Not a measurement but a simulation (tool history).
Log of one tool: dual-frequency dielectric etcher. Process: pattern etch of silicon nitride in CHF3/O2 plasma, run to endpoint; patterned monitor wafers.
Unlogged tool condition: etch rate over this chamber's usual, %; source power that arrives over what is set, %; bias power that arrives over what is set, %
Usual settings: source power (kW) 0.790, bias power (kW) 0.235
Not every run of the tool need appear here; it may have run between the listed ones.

| run | hour | source power (kW) | bias power (kW) | wafers since the last listed run | hours since the last wet clean | hours since the last source power generator calibration | hours since the last bias power generator calibration | hours since the last upper electrode change | incoming incoming film thickness, nm | endpoint time (s) |
|---|---|---|---|---|---|---|---|---|---|---|
| 1 | 0.0 | 0.750 | 0.235 | 0 | 118.9 | 1664.6 | 4249.8 | 2349.7 | 73.0 | 43.1 |
| 2 | 25.0 | 0.740 | 0.235 | 374 | 143.9 | 1689.6 | 4274.8 | 2374.7 | 72.9 | 43.4 |
| 3 | 72.2 | 0.790 | 0.235 | 707 | 191.1 | 1736.8 | 4322.0 | 2421.9 | 72.8 | 41.9 |
| 4 | 138.4 | 0.790 | 0.265 | 992 | 257.3 | 1803.0 | 4388.2 | 2488.1 | 72.4 | 40.4 |
| 5 | 205.4 | 0.790 | 0.265 | 1004 | 324.3 | 1870.0 | 4455.2 | 2555.1 | 72.8 | 40.8 |
|  | 396.0 | wet clean of the chamber |
| 6 | 406.6 | 0.790 | 0.265 | 2657 | 10.6 | 2071.2 | 4656.4 | 2756.3 | 73.3 | 41.5 |
| 7 | 471.8 | 0.710 | 0.235 | 977 | 75.8 | 2136.4 | 4721.6 | 2821.5 | 73.0 | 44.3 |
| 8 | 505.1 | 0.710 | 0.235 | 499 | 109.1 | 2169.7 | 4754.9 | 2854.8 | 72.7 | 44.4 |
| 9 | 551.5 | 0.790 | 0.235 | 695 | 155.5 | 2216.1 | 4801.3 | 2901.2 | 71.6 | 41.3 |
| 10 | 710.1 | 0.790 | 0.235 | 2378 | 314.1 | 2374.7 | 4959.9 | 3059.8 | 73.2 | 42.2 |
| 11 | 752.6 | 0.790 | 0.235 | 637 | 356.6 | 2417.2 | 5002.4 | 3102.3 | 71.8 | 40.8 |
| 12 | 796.7 | 0.790 | 0.235 | 661 | 400.7 | 2461.3 | 5046.5 | 3146.4 | 72.6 | 41.5 |
| 13 | 869.0 | 0.790 | 0.235 | 1084 | 473.0 | 2533.6 | 5118.8 | 3218.7 | 72.0 | 40.9 |
| 14 | 906.8 | 0.790 | 0.235 | 566 | 510.8 | 2571.4 | 5156.6 | 3256.5 | 73.5 | 41.5 |
|  | 912.1 | source power generator calibrated |
|  | 967.8 | wet clean of the chamber |
|  | 1011.7 | upper electrode replaced |
| 15 | 1012.2 | 0.790 | 0.247 | 800 | 44.4 | 100.1 | 5262.0 | 0.5 | 73.3 | 41.3 |
| 16 | 1031.7 | 0.790 | 0.235 | 292 | 63.9 | 119.6 | 5281.5 | 20.0 | 73.0 | 41.7 |
| 17 | 1103.2 | 0.850 | 0.177 | 1072 | 135.4 | 191.1 | 5353.0 | 91.5 | 72.7 | 42.9 |
|  | 1217.7 | bias power generator calibrated |
| 18 | 1226.1 | 0.970 | 0.293 | 1783 | 258.3 | 314.0 | 8.4 | 214.4 | 72.3 | 35.8 |
| 19 | 1258.5 | 0.620 | 0.205 | 485 | 290.7 | 346.4 | 40.8 | 246.8 | 73.3 | 47.3 |
| 20 | 1308.3 | 0.790 | 0.235 | 746 | 340.5 | 396.2 | 90.6 | 296.6 | 72.9 | 41.1 |
| 21 | 1346.0 | 0.920 | 0.213 | 565 | 378.2 | 433.9 | 128.3 | 334.3 | 72.7 | 39.4 |
| 22 | 1403.2 | 0.610 | 0.293 | 857 | 435.4 | 491.1 | 185.5 | 391.5 | 73.1 | 43.3 |
| 23 | 1457.2 | 0.790 | 0.235 | 809 | 489.4 | 545.1 | 239.5 | 445.5 | 73.2 | 40.9 |
|  | 1498.6 | wet clean of the chamber |
| 24 | 1499.1 | 0.790 | 0.235 | 268 | 0.5 | 587.0 | 281.4 | 487.4 | 72.8 | 42.2 |
| 25 | 1529.3 | 0.980 | 0.196 | 452 | 30.7 | 617.2 | 311.6 | 517.6 | 73.1 | 40.4 |
| 26 | 1558.5 | 0.600 | 0.212 | 437 | 59.9 | 646.4 | 340.8 | 546.8 | 73.0 | 48.4 |
| 27 | 1610.5 | 0.790 | 0.265 | 779 | 111.9 | 698.4 | 392.8 | 598.8 | 72.7 | 40.6 |
| 28 | 1640.0 | 0.690 | 0.253 | 442 | 141.4 | 727.9 | 422.3 | 628.3 | 72.7 | 43.3 |
| 29 | 1707.0 | 0.710 | 0.209 | 1004 | 208.4 | 794.9 | 489.3 | 695.3 | 73.2 | 44.9 |
| 30 | 1734.1 | 0.790 | 0.235 | 406 | 235.5 | 822.0 | 516.4 | 722.4 | 73.1 | 41.7 |
| 31 | 1776.3 | 0.880 | 0.235 | 632 | 277.7 | 864.2 | 558.6 | 764.6 | 73.8 | 40.4 |
| 32 | 1803.1 | 0.710 | 0.209 | 401 | 304.5 | 891.0 | 585.4 | 791.4 | 72.9 | 44.4 |

Run 33, settings as shown, results not yet in. Your forecast:
| 33 | 1852.6 | 0.880 | 0.283 | 742 | 354.0 | 940.5 | 634.9 | 840.9 | 72.6 | ? |

Logged for run 33: endpoint time (s) 37.6.
Were there no unlogged condition in the tool, this run, its random variation unchanged, would have produced endpoint time (s) 37.9.

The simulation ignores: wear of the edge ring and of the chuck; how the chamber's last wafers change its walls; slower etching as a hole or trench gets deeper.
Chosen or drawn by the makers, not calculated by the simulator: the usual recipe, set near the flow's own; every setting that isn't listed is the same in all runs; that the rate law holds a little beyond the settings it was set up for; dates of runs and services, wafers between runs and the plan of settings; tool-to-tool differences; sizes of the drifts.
